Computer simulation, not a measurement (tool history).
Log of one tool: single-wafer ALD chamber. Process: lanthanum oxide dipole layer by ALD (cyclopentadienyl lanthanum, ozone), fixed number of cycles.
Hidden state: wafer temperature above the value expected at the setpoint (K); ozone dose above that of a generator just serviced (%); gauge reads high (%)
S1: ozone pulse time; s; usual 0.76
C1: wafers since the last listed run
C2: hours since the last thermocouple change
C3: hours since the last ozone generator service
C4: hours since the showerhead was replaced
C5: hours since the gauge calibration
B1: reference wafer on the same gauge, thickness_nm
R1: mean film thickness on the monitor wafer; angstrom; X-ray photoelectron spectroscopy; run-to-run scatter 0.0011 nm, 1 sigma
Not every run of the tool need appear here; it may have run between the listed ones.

Run 1, hour 0.0: usual settings; C1 0; C2 716.7; C3 483.4; C4 1018.8; C5 1464.6; B1 0.488. Result: R1 4.36 angstrom.
Run 2, hour 90.7: usual settings; C1 1512; C2 807.4; C3 574.1; C4 1109.5; C5 1555.3; B1 0.488. Result: R1 4.34 angstrom.
Run 3, hour 194.4: usual settings but S1 0.63 s; C1 1729; C2 911.1; C3 677.8; C4 1213.2; C5 1659.0; B1 0.488. Result: R1 3.99 angstrom.
Run 4, hour 234.6: usual settings but S1 0.63 s; C1 670; C2 951.3; C3 718.0; C4 1253.4; C5 1699.2; B1 0.488. Result: R1 3.99 angstrom.
Run 5, hour 285.0: usual settings but S1 0.63 s; C1 840; C2 1001.7; C3 768.4; C4 1303.8; C5 1749.6; B1 0.488. Result: R1 3.97 angstrom.
Run 6, hour 323.4: usual settings but S1 0.57 s; C1 640; C2 1040.1; C3 806.8; C4 1342.2; C5 1788.0; B1 0.488. Result: R1 3.81 angstrom.
At hour 337.2: ozone generator serviced.
Run 7, hour 362.6: usual settings but S1 0.57 s; C1 520; C2 1079.3; C3 25.4; C4 1381.4; C5 1827.2; B1 0.488. Result: R1 3.92 angstrom.
Run 8, hour 423.3: usual settings but S1 0.57 s; C1 1012; C2 1140.0; C3 86.1; C4 1442.1; C5 1887.9; B1 0.488. Result: R1 3.92 angstrom.
Run 9, hour 507.4: usual settings; C1 1402; C2 1224.1; C3 170.2; C4 1526.2; C5 1972.0; B1 0.488. Result: R1 4.38 angstrom.
Run 10, hour 598.5: usual settings; C1 1519; C2 1315.2; C3 261.3; C4 1617.3; C5 2063.1; B1 0.488. Result: R1 4.37 angstrom.
Run 11, hour 646.0: usual settings; C1 792; C2 1362.7; C3 308.8; C4 1664.8; C5 2110.6; B1 0.488. Result: R1 4.37 angstrom.
Run 12, hour 705.3: usual settings but S1 0.52 s; C1 988; C2 1422.0; C3 368.1; C4 1724.1; C5 2169.9; B1 0.488. Result: R1 3.71 angstrom.
At hour 729.9: thermocouple changed; heater temperature recalibrated.
Run 13, hour 743.1: usual settings but S1 0.56 s; C1 496; C2 13.2; C3 405.9; C4 1761.9; C5 2207.7; B1 0.488. Result: R1 3.83 angstrom.
Run 14, hour 824.1: usual settings but S1 0.56 s; C1 1350; C2 94.2; C3 486.9; C4 1842.9; C5 2288.7; B1 0.488. Result: R1 3.81 angstrom.
Run 15, hour 921.0: usual settings but S1 0.86 s; C1 1616; C2 191.1; C3 583.8; C4 1939.8; C5 2385.6; B1 0.488. Result: R1 4.54 angstrom.
At hour 985.3: ozone generator serviced.
Run 16, hour 1012.3: usual settings but S1 1.05 s; C1 1389; C2 282.4; C3 27.0; C4 2031.1; C5 2476.9; B1 0.488. Result: R1 4.91 angstrom.
Run 17, hour 1090.8: usual settings but S1 0.95 s; C1 1309; C2 360.9; C3 105.5; C4 2109.6; C5 2555.4; B1 0.488. Result: R1 4.75 angstrom.
Run 18, hour 1172.5: usual settings; C1 1362; C2 442.6; C3 187.2; C4 2191.3; C5 2637.1; B1 0.488. Result: R1 4.37 angstrom.
Run 19, hour 1246.6: usual settings but S1 0.51 s; C1 1235; C2 516.7; C3 261.3; C4 2265.4; C5 2711.2; B1 0.488. Result: R1 3.69 angstrom.
Run 20, hour 1471.7: usual settings but S1 0.60 s; C1 3754; C2 741.8; C3 486.4; C4 2490.5; C5 2936.3; B1 0.488. Result: R1 3.94 angstrom.
Run 21, hour 1531.7: usual settings but S1 0.90 s; C1 1000; C2 801.8; C3 546.4; C4 2550.5; C5 2996.3; B1 0.488. Result: R1 4.60 angstrom.
At hour 1753.0: ozone generator serviced.
Run 22, hour 1824.3: usual settings; C1 4746; C2 1094.4; C3 71.3; C4 2843.1; C5 3288.9; B1 0.488. Result: R1 4.41 angstrom.
Run 23, hour 1919.4: usual settings but S1 1.00 s; C1 1586; C2 1189.5; C3 166.4; C4 2938.2; C5 3384.0; B1 0.488. Result: R1 4.83 angstrom.
Run 24, hour 1955.6: usual settings but S1 1.04 s; C1 603; C2 1225.7; C3 202.6; C4 2974.4; C5 3420.2; B1 0.488. Result: R1 4.87 angstrom.
At hour 1976.4: showerhead replaced.
Run 25, hour 2018.5: usual settings but S1 0.87 s; C1 915; C2 1288.6; C3 265.5; C4 42.1; C5 3483.1; B1 0.488. Result: R1 4.59 angstrom.
Run 26, hour 2088.3: usual settings; C1 1164; C2 1358.4; C3 335.3; C4 111.9; C5 3552.9; B1 0.488. Result: R1 4.37 angstrom.
Run 27, hour 2168.6: usual settings; C1 1339; C2 1438.7; C3 415.6; C4 192.2; C5 3633.2; B1 0.488. Result: R1 4.37 angstrom.
At hour 2189.8: gauge calibrated.
At hour 2279.9: thermocouple changed; heater temperature recalibrated.
Run 28, hour 2280.4: usual settings; C1 1731; C2 0.5; C3 527.4; C4 304.0; C5 90.6; B1 0.488. Result: R1 4.35 angstrom.
Run 29, hour 2347.0: usual settings but S1 0.84 s; C1 1110; C2 67.1; C3 594.0; C4 370.6; C5 157.2; B1 0.488. Result: R1 4.49 angstrom.
At hour 2402.6: ozone generator serviced.
Run 30, hour 2428.9: usual settings but S1 1.02 s; C1 1232; C2 149.0; C3 26.3; C4 452.5; C5 239.1; B1 0.488. Result: R1 4.85 angstrom.
Run 31, hour 2617.8: usual settings but S1 0.92 s; C1 3150; C2 337.9; C3 215.2; C4 641.4; C5 428.0; B1 0.488. Result: R1 4.70 angstrom.
Run 32, hour 2702.4: usual settings but S1 1.03 s; C1 1410; C2 422.5; C3 299.8; C4 726.0; C5 512.6; B1 0.488. Result: R1 4.83 angstrom.
Run 33, hour 2779.4: usual settings but S1 0.50 s; C1 1284; C2 499.5; C3 376.8; C4 803.0; C5 589.6; B1 0.488. Result: R1 3.63 angstrom.
Run 34, hour 2872.2: usual settings but S1 0.96 s; C1 1547; C2 592.3; C3 469.6; C4 895.8; C5 682.4; B1 0.488. Result: R1 4.75 angstrom.
Run 35, hour 2947.4: usual settings but S1 0.65 s; C1 1254; C2 667.5; C3 544.8; C4 971.0; C5 757.6; B1 0.488. Result: R1 4.09 angstrom.

Difference, measured minus no-hidden-state, one row per run. Run-to-run variation is common to both terms; the gauge's own scatter need not be:
run     R1
  1  -0.08
  2  -0.09
  3  -0.11
  4  -0.12
  5  -0.13
  6  -0.13
  7  -0.01
  8  -0.02
  9  -0.03
 10  -0.05
 11  -0.06
 12  -0.06
 13  -0.07
 14  -0.09
 15  -0.09
 16  -0.01
 17  -0.03
 18  -0.04
 19  -0.05
 20  -0.09
 21  -0.09
 22  -0.01
 23  -0.02
 24  -0.02
 25  -0.03
 26  -0.05
 27  -0.06
 28  -0.08
 29  -0.09
 30  -0.01
 31  -0.02
 32  -0.04
 33  -0.06
 34  -0.06
 35  -0.09
